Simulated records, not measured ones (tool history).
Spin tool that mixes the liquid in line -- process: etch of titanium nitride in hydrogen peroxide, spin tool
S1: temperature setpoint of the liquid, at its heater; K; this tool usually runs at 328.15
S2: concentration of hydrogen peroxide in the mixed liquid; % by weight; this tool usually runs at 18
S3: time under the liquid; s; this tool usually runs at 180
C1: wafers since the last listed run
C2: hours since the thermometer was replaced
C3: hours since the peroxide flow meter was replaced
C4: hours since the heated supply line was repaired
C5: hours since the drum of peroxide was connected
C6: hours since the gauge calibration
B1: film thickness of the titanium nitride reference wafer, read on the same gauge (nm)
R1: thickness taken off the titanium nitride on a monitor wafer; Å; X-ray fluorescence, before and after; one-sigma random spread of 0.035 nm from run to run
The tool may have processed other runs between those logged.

run 1 hour=0 | S1=328.15 S2=19 S3=235 | C1=0 C2=1159.7 C3=1405 C4=404.8 C5=537.8 C6=536.3 | B1=110.01 | R1=101.7
run 2 hour=56.6 | S1=328.15 S2=19 S3=235 | C1=367 C2=1216.3 C3=1461.6 C4=461.4 C5=594.4 C6=592.9 | B1=110.05 | R1=101.9
run 3 hour=124.9 | S1=328.15 S2=18 S3=180 | C1=443 C2=1284.6 C3=1529.9 C4=529.7 C5=662.7 C6=661.2 | B1=110.02 | R1=77.7
-- hour=202.1 gauge calibrated
run 4 hour=204 | S1=328.15 S2=18 S3=180 | C1=514 C2=1363.7 C3=1609 C4=608.8 C5=741.8 C6=1.9 | B1=110.05 | R1=77.3
run 5 hour=312 | S1=328.15 S2=18 S3=180 | C1=701 C2=1471.7 C3=1717 C4=716.8 C5=849.8 C6=109.9 | B1=109.96 | R1=77.6
-- hour=395.9 thermometer replaced
run 6 hour=552 | S1=328.15 S2=18 S3=180 | C1=1553 C2=156.1 C3=1957 C4=956.8 C5=1089.8 C6=349.9 | B1=109.97 | R1=83.1
-- hour=567 thermometer replaced, repeated, since the last time left the tool worse
run 7 hour=605.9 | S1=328.15 S2=18 S3=180 | C1=343 C2=38.9 C3=2010.9 C4=1010.7 C5=1143.7 C6=403.8 | B1=110.01 | R1=72.3
-- hour=629.6 peroxide flow meter replaced
-- hour=636.1 new drum of peroxide connected
run 8 hour=647.1 | S1=318.15 S2=14.5 S3=280 | C1=254 C2=80.1 C3=17.5 C4=1051.9 C5=11 C6=445 | B1=109.98 | R1=52.4
run 9 hour=732.2 | S1=319.65 S2=15 S3=270 | C1=553 C2=165.2 C3=102.6 C4=1137 C5=96.1 C6=530.1 | B1=109.98 | R1=56.8
run 10 hour=798.3 | S1=337.65 S2=20 S3=220 | C1=429 C2=231.3 C3=168.7 C4=1203.1 C5=162.2 C6=596.2 | B1=110.04 | R1=174.3
-- hour=813 heated supply line repaired
-- hour=837.5 gauge calibrated
run 11 hour=902 | S1=321.15 S2=18 S3=180 | C1=667 C2=335 C3=272.4 C4=89 C5=265.9 C6=64.5 | B1=110.02 | R1=45
run 12 hour=1009.7 | S1=328.15 S2=18 S3=180 | C1=700 C2=442.7 C3=380.1 C4=196.7 C5=373.6 C6=172.2 | B1=109.99 | R1=74.4
run 13 hour=1105.8 | S1=337.15 S2=18 S3=180 | C1=624 C2=538.8 C3=476.2 C4=292.8 C5=469.7 C6=268.3 | B1=110 | R1=136.6
run 14 hour=1192.1 | S1=330.65 S2=20.5 S3=120 | C1=560 C2=625.1 C3=562.5 C4=379.1 C5=556 C6=354.6 | B1=109.98 | R1=60.7

Run-by-run hidden state of the tool:
peroxide flow above the setpoint (%): 0 across all the runs
temperature lost on the way to the wafer (K): 0 across all the runs
peroxide weaker than its label (%): 0 across all the runs
gauge reads high (%): 0 across all the runs
H1: liquid hotter than its thermometer reads (K)
run=1 H1=0.854
run=2 H1=0.893
run=3 H1=0.94
run=4 H1=0.994
run=5 H1=1.07
run=6 H1=2.06
run=7 H1=0.0946
run=8 H1=0.123
run=9 H1=0.181
run=10 H1=0.227
run=11 H1=0.298
run=12 H1=0.372
run=13 H1=0.438
run=14 H1=0.497
